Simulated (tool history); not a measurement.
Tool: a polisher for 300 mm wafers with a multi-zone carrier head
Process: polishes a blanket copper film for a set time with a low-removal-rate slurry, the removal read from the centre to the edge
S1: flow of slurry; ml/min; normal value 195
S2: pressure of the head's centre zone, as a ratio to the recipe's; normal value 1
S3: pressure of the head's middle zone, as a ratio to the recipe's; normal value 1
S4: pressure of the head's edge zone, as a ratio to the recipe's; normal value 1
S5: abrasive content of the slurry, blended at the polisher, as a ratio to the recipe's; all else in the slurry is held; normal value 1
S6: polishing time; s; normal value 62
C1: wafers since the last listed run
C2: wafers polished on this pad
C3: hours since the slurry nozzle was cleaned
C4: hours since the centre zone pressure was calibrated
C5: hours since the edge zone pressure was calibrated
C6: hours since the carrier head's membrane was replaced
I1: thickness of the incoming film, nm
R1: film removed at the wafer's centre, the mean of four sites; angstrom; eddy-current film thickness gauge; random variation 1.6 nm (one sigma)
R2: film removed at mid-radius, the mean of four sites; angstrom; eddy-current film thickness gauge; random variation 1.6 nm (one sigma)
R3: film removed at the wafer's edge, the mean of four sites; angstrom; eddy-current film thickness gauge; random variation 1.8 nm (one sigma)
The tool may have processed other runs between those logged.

{"run": 1, "hour": 0.0, "S1": 195, "S2": 1, "S3": 1.05, "S4": 1, "S5": 1, "S6": 62, "C1": 0, "C2": 510, "C3": 202.3, "C4": 384.2, "C5": 341, "C6": 1511.5, "I1": 1355.6, "R1": 1408, "R2": 1448, "R3": 1339}
{"run": 2, "hour": 11.2, "S1": 195, "S2": 1, "S3": 1, "S4": 1, "S5": 1, "S6": 62, "C1": 84, "C2": 595, "C3": 213.5, "C4": 395.4, "C5": 352.2, "C6": 1522.7, "I1": 1366.7, "R1": 1383, "R2": 1394, "R3": 1356}
{"run": 3, "hour": 44.4, "S1": 195, "S2": 1, "S3": 1, "S4": 0.97, "S5": 1, "S6": 79, "C1": 251, "C2": 846, "C3": 246.7, "C4": 428.6, "C5": 385.4, "C6": 1555.9, "I1": 1369.3, "R1": 1760, "R2": 1700, "R3": 1693}
{"hour": 55.6, "done": "worn pad replaced by a new one"}
{"run": 4, "hour": 56.1, "S1": 145, "S2": 1, "S3": 1, "S4": 1, "S5": 1, "S6": 62, "C1": 58, "C2": 4, "C3": 258.4, "C4": 440.3, "C5": 397.1, "C6": 1567.6, "I1": 1370.2, "R1": 1343, "R2": 1365, "R3": 1366}
{"run": 5, "hour": 90.9, "S1": 145, "S2": 1, "S3": 1, "S4": 1, "S5": 1, "S6": 62, "C1": 263, "C2": 267, "C3": 293.2, "C4": 475.1, "C5": 431.9, "C6": 1602.4, "I1": 1369.5, "R1": 1341, "R2": 1322, "R3": 1345}
{"run": 6, "hour": 105.0, "S1": 195, "S2": 1.06, "S3": 1.03, "S4": 1, "S5": 1, "S6": 62, "C1": 106, "C2": 374, "C3": 307.3, "C4": 489.2, "C5": 446, "C6": 1616.5, "I1": 1358.9, "R1": 1513, "R2": 1447, "R3": 1377}
{"hour": 112.1, "done": "slurry nozzle cleaned"}
{"hour": 113.5, "done": "carrier head's membrane replaced by a new one"}
{"run": 7, "hour": 122.3, "S1": 195, "S2": 1, "S3": 1, "S4": 1, "S5": 1, "S6": 62, "C1": 112, "C2": 487, "C3": 10.2, "C4": 506.5, "C5": 463.3, "C6": 8.8, "I1": 1353.1, "R1": 1388, "R2": 1385, "R3": 1362}
{"run": 8, "hour": 129.9, "S1": 195, "S2": 1, "S3": 1, "S4": 1, "S5": 1, "S6": 62, "C1": 57, "C2": 544, "C3": 17.8, "C4": 514.1, "C5": 470.9, "C6": 16.4, "I1": 1336.8, "R1": 1410, "R2": 1403, "R3": 1402}
{"run": 9, "hour": 144.7, "S1": 195, "S2": 1, "S3": 1, "S4": 1, "S5": 1, "S6": 62, "C1": 112, "C2": 656, "C3": 32.6, "C4": 528.9, "C5": 485.7, "C6": 31.2, "I1": 1367.4, "R1": 1391, "R2": 1381, "R3": 1361}
{"run": 10, "hour": 161.3, "S1": 195, "S2": 1, "S3": 1, "S4": 1, "S5": 1, "S6": 62, "C1": 125, "C2": 782, "C3": 49.2, "C4": 545.5, "C5": 502.3, "C6": 47.8, "I1": 1363.8, "R1": 1342, "R2": 1356, "R3": 1381}
{"run": 11, "hour": 177.1, "S1": 195, "S2": 1, "S3": 1, "S4": 1, "S5": 1, "S6": 62, "C1": 119, "C2": 901, "C3": 65, "C4": 561.3, "C5": 518.1, "C6": 63.6, "I1": 1353.6, "R1": 1368, "R2": 1366, "R3": 1345}
{"hour": 182.0, "done": "worn pad replaced by a new one, of another model than before"}
{"run": 12, "hour": 185.0, "S1": 195, "S2": 1, "S3": 1.08, "S4": 1, "S5": 1, "S6": 62, "C1": 29, "C2": 23, "C3": 72.9, "C4": 569.2, "C5": 526, "C6": 71.5, "I1": 1362.7, "R1": 1432, "R2": 1541, "R3": 1401}
{"run": 13, "hour": 192.2, "S1": 195, "S2": 1, "S3": 1, "S4": 1, "S5": 1, "S6": 62, "C1": 54, "C2": 77, "C3": 80.1, "C4": 576.4, "C5": 533.2, "C6": 78.7, "I1": 1358.4, "R1": 1429, "R2": 1442, "R3": 1452}
{"hour": 206.2, "done": "centre zone pressure recalibrated"}
{"run": 14, "hour": 206.7, "S1": 195, "S2": 1.06, "S3": 1, "S4": 0.95, "S5": 1.1, "S6": 68, "C1": 94, "C2": 172, "C3": 94.6, "C4": 0.5, "C5": 547.7, "C6": 93.2, "I1": 1341.1, "R1": 1666, "R2": 1560, "R3": 1513}
{"run": 15, "hour": 217.6, "S1": 195, "S2": 1, "S3": 1, "S4": 1.1, "S5": 0.75, "S6": 62, "C1": 82, "C2": 254, "C3": 105.5, "C4": 11.4, "C5": 558.6, "C6": 104.1, "I1": 1381.2, "R1": 1323, "R2": 1313, "R3": 1370}
{"run": 16, "hour": 230.9, "S1": 195, "S2": 1, "S3": 1.07, "S4": 1, "S5": 1.15, "S6": 75, "C1": 100, "C2": 355, "C3": 118.8, "C4": 24.7, "C5": 571.9, "C6": 117.4, "I1": 1352.2, "R1": 1734, "R2": 1827, "R3": 1686}
{"hour": 233.1, "done": "edge zone pressure recalibrated"}
{"run": 17, "hour": 243.0, "S1": 195, "S2": 1, "S3": 1, "S4": 0.88, "S5": 1, "S6": 62, "C1": 76, "C2": 431, "C3": 130.9, "C4": 36.8, "C5": 9.9, "C6": 129.5, "I1": 1344.6, "R1": 1400, "R2": 1410, "R3": 1335}
{"run": 18, "hour": 253.1, "S1": 215, "S2": 1.08, "S3": 1, "S4": 1, "S5": 1, "S6": 62, "C1": 76, "C2": 508, "C3": 141, "C4": 46.9, "C5": 20, "C6": 139.6, "I1": 1358.6, "R1": 1502, "R2": 1401, "R3": 1379}
{"run": 19, "hour": 261.0, "S1": 195, "S2": 1, "S3": 1, "S4": 1, "S5": 1, "S6": 62, "C1": 59, "C2": 568, "C3": 148.9, "C4": 54.8, "C5": 27.9, "C6": 147.5, "I1": 1355.1, "R1": 1353, "R2": 1382, "R3": 1352}
{"hour": 283.3, "done": "worn pad replaced by a new one"}
{"run": 20, "hour": 296.1, "S1": 195, "S2": 0.89, "S3": 1.04, "S4": 1, "S5": 1, "S6": 62, "C1": 235, "C2": 96, "C3": 184, "C4": 89.9, "C5": 63, "C6": 182.6, "I1": 1353.5, "R1": 1296, "R2": 1477, "R3": 1396}
{"run": 21, "hour": 302.5, "S1": 195, "S2": 1, "S3": 1, "S4": 1, "S5": 1, "S6": 62, "C1": 48, "C2": 145, "C3": 190.4, "C4": 96.3, "C5": 69.4, "C6": 189, "I1": 1336.6, "R1": 1391, "R2": 1413, "R3": 1377}

Pick out some run-to-run changes in R1. Of each, how much would a tool without hidden state show as well, from the settings, what came in and chance, and how much is left for the hidden state and any gauge scatter not in both results compared?
Hidden state present: removal rate lost through wear of the pad, %; slurry flow missing at the pad, %; deviation of the centre zone's pressure from its setpoint, %; deviation of the edge zone's pressure from its setpoint, %.
Run 3 -> 4: S1 195 -> 145, S4 0.97 -> 1, S6 79 -> 62, worn pad replaced by a new one. R1 -417 angstrom: hidden state +110, all else -527.
Run 11 -> 12: S3 1 -> 1.08, worn pad replaced by a new one, of another model than before. R1 +64 angstrom: hidden state +79, all else -15.
Run 15 -> 16: S3 1 -> 1.07, S4 1.1 -> 1, S5 0.75 -> 1.15, S6 62 -> 75. R1 +411 angstrom: hidden state -24, all else +435.

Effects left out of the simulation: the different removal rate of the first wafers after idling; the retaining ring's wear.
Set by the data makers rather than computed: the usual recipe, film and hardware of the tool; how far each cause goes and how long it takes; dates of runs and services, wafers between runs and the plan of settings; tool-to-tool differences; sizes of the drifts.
